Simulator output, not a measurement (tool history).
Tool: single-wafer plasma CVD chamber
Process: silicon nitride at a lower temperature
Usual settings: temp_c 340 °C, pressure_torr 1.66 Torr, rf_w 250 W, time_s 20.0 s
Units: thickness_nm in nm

run   hour  temp_c  pressure_torr  rf_w  time_s  read-back reference wafer on the same gauge, thickness_nm  thickness_nm
  1    0.0     340           1.66   250    20.0                                                     19.684        20.627
  2    7.8     340           1.66   250    20.0                                                     19.703        20.594
      25.1  -- thermocouple changed; heater temperature recalibrated
  3   25.6     340           1.66   250    20.0                                                     19.708        20.610
  4   29.4     340           1.66   250    20.0                                                     19.698        20.631
  5   42.7     340           1.66   210    20.0                                                     19.715        18.383
      60.5  -- RF generator calibrated
  6   61.0     346           1.66   250    22.1                                                     19.705        23.857
  7   65.6     340           1.45   250    20.0                                                     19.702        20.330
  8   83.1     346           1.66   250    22.1                                                     19.694        23.733
  9  100.1     347           1.66   250    20.0                                                     19.700        21.458
 10  112.7     349           1.66   250    20.0                                                     19.689        21.500
 11  127.7     328           1.99   250    23.9                                                     19.707        27.646
     133.9  -- gauge calibrated
 12  140.1     340           1.66   250    20.0                                                     19.699        21.502
     157.8  -- showerhead replaced
 13  158.3     340           2.01   250    21.7                                                     19.710        25.217
 14  172.4     340           1.66   250    20.0                                                     19.701        21.561
 15  183.9     340           1.66   250    17.2                                                     19.700        18.471
 16  200.4     326           1.66   250    20.0                                                     19.713        21.742
 17  216.2     346           1.66   250    20.0                                                     19.698        21.458

Run 18 comes next. What will it give?
 18  226.1     340           1.66   250    20.0                                                          ?             ?

read-back reference wafer on the same gauge, thickness_nm: 19.695
thickness_nm: 21.528 nm
Without the tool's hidden state the same run would have given thickness_nm 21.825 nm.
